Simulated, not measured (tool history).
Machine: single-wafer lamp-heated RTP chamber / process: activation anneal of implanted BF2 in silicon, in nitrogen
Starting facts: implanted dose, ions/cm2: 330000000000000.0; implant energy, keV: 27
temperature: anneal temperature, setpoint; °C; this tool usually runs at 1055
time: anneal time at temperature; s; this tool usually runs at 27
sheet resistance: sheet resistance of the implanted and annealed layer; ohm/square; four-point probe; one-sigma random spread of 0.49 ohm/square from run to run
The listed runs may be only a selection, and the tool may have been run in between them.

run	hour	temperature	time	wafers since the last listed run	wafers since the last pyrometer calibration	wafers since the reflector plate was cleaned	hours since the gauge calibration	read-back reference wafer on the same gauge, sheet resistance	sheet resistance
1	0.0	1055	35	0	4088	5473	55.3	378.08	321.86
2	12.3	1055	27	285	4373	5759	67.6	378.35	325.01
3	21.4	1055	27	211	4585	5970	76.7	377.86	325.41
4	34.0	1055	27	292	4877	6263	89.3	378.01	325.38
5	42.3	1055	27	192	5070	6456	97.6	377.84	325.21
6	58.6	1055	27	378	5449	6835	113.9	378.20	325.40
7	76.5	1032	27	415	5865	7251	131.8	377.91	328.01
8	84.1	1032	27	176	6041	7427	139.4	378.09	328.31
9	93.1	1032	27	209	6251	7636	148.4	377.90	328.67
10	101.3	1055	27	190	6441	7827	156.6	377.75	325.37
# hour 116.8: pyrometer window cleaned and pyrometer calibrated
11	117.4	1042	12	188	12	8015	172.7	378.05	331.57
# hour 123.8: gauge calibrated
# hour 127.0: reflector plate cleaned
12	129.4	1031	19	92	105	56	5.6	378.19	330.26
13	139.7	1075	14	239	345	296	15.9	378.20	328.10
14	152.3	1044	18	292	637	588	28.5	377.99	328.89
15	165.3	1055	27	302	939	890	41.5	377.81	325.08
16	181.5	1080	23	376	1316	1267	57.7	378.12	322.40
17	198.4	1043	11	392	1708	1659	74.6	377.99	332.59
18	215.2	1028	14	390	2099	2050	91.4	377.87	332.55

Below are 3 alternative next runs, each starting from the tool's condition after run 18. Predict each:
A	215.6	1085	27	9	2108	2059	91.8	?	?
B	215.6	1047	22	9	2108	2059	91.8	?	?
C	215.6	1081	21	9	2108	2059	91.8	?	?

run	read-back reference wafer on the same gauge, sheet resistance	sheet resistance
A	378.10	320.17
B	378.10	328.03
C	378.10	323.79
Without the tool's hidden state the same runs would have given:
run	sheet resistance
A	320.17
B	328.03
C	323.79
